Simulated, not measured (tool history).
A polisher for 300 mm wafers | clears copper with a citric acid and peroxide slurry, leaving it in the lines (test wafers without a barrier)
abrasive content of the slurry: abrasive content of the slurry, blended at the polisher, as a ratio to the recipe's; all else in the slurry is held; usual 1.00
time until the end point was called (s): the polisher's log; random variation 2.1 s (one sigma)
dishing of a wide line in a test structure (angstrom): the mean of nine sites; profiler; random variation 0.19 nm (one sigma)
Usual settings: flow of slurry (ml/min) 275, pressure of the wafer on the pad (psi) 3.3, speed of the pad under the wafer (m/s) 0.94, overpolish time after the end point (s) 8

run,day,flow of slurry (ml/min),pressure of the wafer on the pad (psi),speed of the pad under the wafer (m/s),abrasive content of the slurry,overpolish time after the end point (s),wafers since the last listed run,wafers polished on this pad,hours since the slurry nozzle was cleaned,hours since the head pressure was calibrated,hours since the slurry blender was calibrated,"incoming thickness of the incoming film, nm",time until the end point was called (s),dishing of a wide line in a test structure (angstrom)
1,0.000,275,3.3,0.94,1.00,8,0,1921,402.8,496.1,32.8,308.2,166.4,110
# day 0.300: worn pad replaced by a new one
# day 7.029: slurry nozzle cleaned
# day 7.483: slurry blender recalibrated
2,8.100,275,3.3,0.94,1.00,8,1777,1747,25.7,690.5,14.8,305.9,163.7,111
# day 10.338: worn pad replaced by a new one
3,12.017,330,3.3,0.94,1.00,8,853,381,119.7,784.5,108.8,309.1,163.5,112
# day 15.642: slurry blender recalibrated
4,16.483,330,3.3,0.94,1.00,8,997,1379,226.9,891.7,20.2,305.3,160.4,112
# day 18.250: worn pad replaced by a new one
5,20.125,330,3.3,0.94,1.00,8,790,426,314.3,979.1,107.6,311.3,165.7,113
6,23.708,275,2.8,0.94,0.95,8,815,1242,400.3,1065.1,193.6,316.1,192.6,98
# day 24.025: slurry blender recalibrated
# day 24.342: head pressure recalibrated
# day 26.896: worn pad replaced by a new one
7,27.008,275,2.8,0.94,0.95,8,675,25,479.5,64.0,71.6,309.8,181.8,99
8,29.212,275,3.8,0.64,1.00,12,501,527,532.4,116.9,124.5,315.5,195.8,141
# day 31.112: slurry nozzle cleaned
9,31.900,205,3.3,1.16,1.10,6,602,1129,18.9,181.4,189.0,307.9,142.5,97
# day 31.996: slurry blender recalibrated
10,33.421,315,3.6,0.68,1.00,12,327,1456,55.4,217.9,34.2,311.0,191.0,143
11,35.571,275,3.3,0.66,0.75,8,489,1945,107.0,269.5,85.8,312.5,222.4,85
# day 36.912: worn pad replaced by a new one
12,38.525,275,3.3,0.94,1.00,8,634,367,177.9,340.4,156.7,313.7,168.5,111
# day 40.133: slurry blender recalibrated
13,40.817,350,3.3,1.16,1.00,8,502,869,232.9,395.4,16.4,312.0,140.0,134
14,44.100,275,4.1,0.94,1.00,6,747,1617,311.7,474.2,95.2,311.2,141.1,99

Forecast each of these 3 alternatives for the next run:
A,44.121,275,3.9,0.94,1.00,8,4,1621,312.2,474.7,95.7,311.3,?,?
B,44.121,320,3.3,0.94,1.00,11,4,1621,312.2,474.7,95.7,311.3,?,?
C,44.121,235,3.3,0.94,1.00,11,4,1621,312.2,474.7,95.7,311.3,?,?

run,time until the end point was called (s),dishing of a wide line in a test structure (angstrom)
A,147.6,125
B,165.0,150
C,170.6,146
Without the tool's hidden state the same runs would have given:
run,time until the end point was called (s),dishing of a wide line in a test structure (angstrom)
A,147.6,125
B,165.0,150
C,170.6,146
